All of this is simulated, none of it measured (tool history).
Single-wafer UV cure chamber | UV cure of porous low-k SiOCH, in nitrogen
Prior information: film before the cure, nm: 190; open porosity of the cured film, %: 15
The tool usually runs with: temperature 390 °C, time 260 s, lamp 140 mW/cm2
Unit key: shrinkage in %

run	day	temperature	time	lamp	shrinkage
1	0	390	260	140	11.95
2	2.033	390	260	140	12.004
3	3.283	390	260	140	12.285
4	4.983	404	140	140	9.698
5	7.212	404	140	140	9.616
6	9.796	390	260	140	11.617
# day 10.679: quartz window cleaned
7	11.292	390	260	140	11.774
8	12.758	390	260	127	11.523
9	14.75	380	295	140	11.911
10	17.162	380	295	140	11.991
11	18.183	390	260	140	11.739
12	21.608	390	260	140	11.457
13	23.562	390	260	140	11.649
14	24.758	390	155	121	8.936
# day 26.808: UV bulbs replaced
# day 26.996: quartz window cleaned
15	27.017	390	155	121	9.97
16	28.167	390	155	121	9.595
17	30.817	390	295	140	12.759
18	33.354	390	295	140	13.112
19	34.817	390	295	140	13.047
20	36.688	390	195	140	11.104
21	38.875	390	260	151	12.793
22	39.896	390	205	110	10.251
23	41.758	405	130	140	9.561
24	43.679	390	260	140	12.173
# day 45.546: quartz window cleaned
25	45.617	390	260	140	11.902
26	46.979	390	150	140	9.87
27	48.738	390	135	126	9.015
28	50.017	390	260	110	11.199
29	51.567	390	260	140	11.935
30	53.179	390	260	150	12.502
31	54.296	374	260	127	11.051
32	55.475	390	200	140	10.94
33	58	390	260	140	11.949
# day 61.212: quartz window cleaned
34	62.758	390	260	140	11.71
35	64.221	407	150	170	10.425
36	65.992	390	260	140	11.67
37	67.788	390	260	140	11.752
38	70.079	383	260	140	11.697
39	72.796	377	115	174	8.84
# day 76.404: quartz window cleaned
40	78.704	379	175	112	8.838
41	81.242	383	260	140	11.247

Each row is a separate what-if for the run after 41, all from the same tool condition, not one after another. Results?
A	81.262	390	260	140	?
B	81.262	378	195	104	?
C	81.262	390	375	140	?

run	shrinkage
A	11.402
B	8.787
C	12.997
With no hidden state in the tool, these same runs would have given:
run	shrinkage
A	12.641
B	9.939
C	14.264
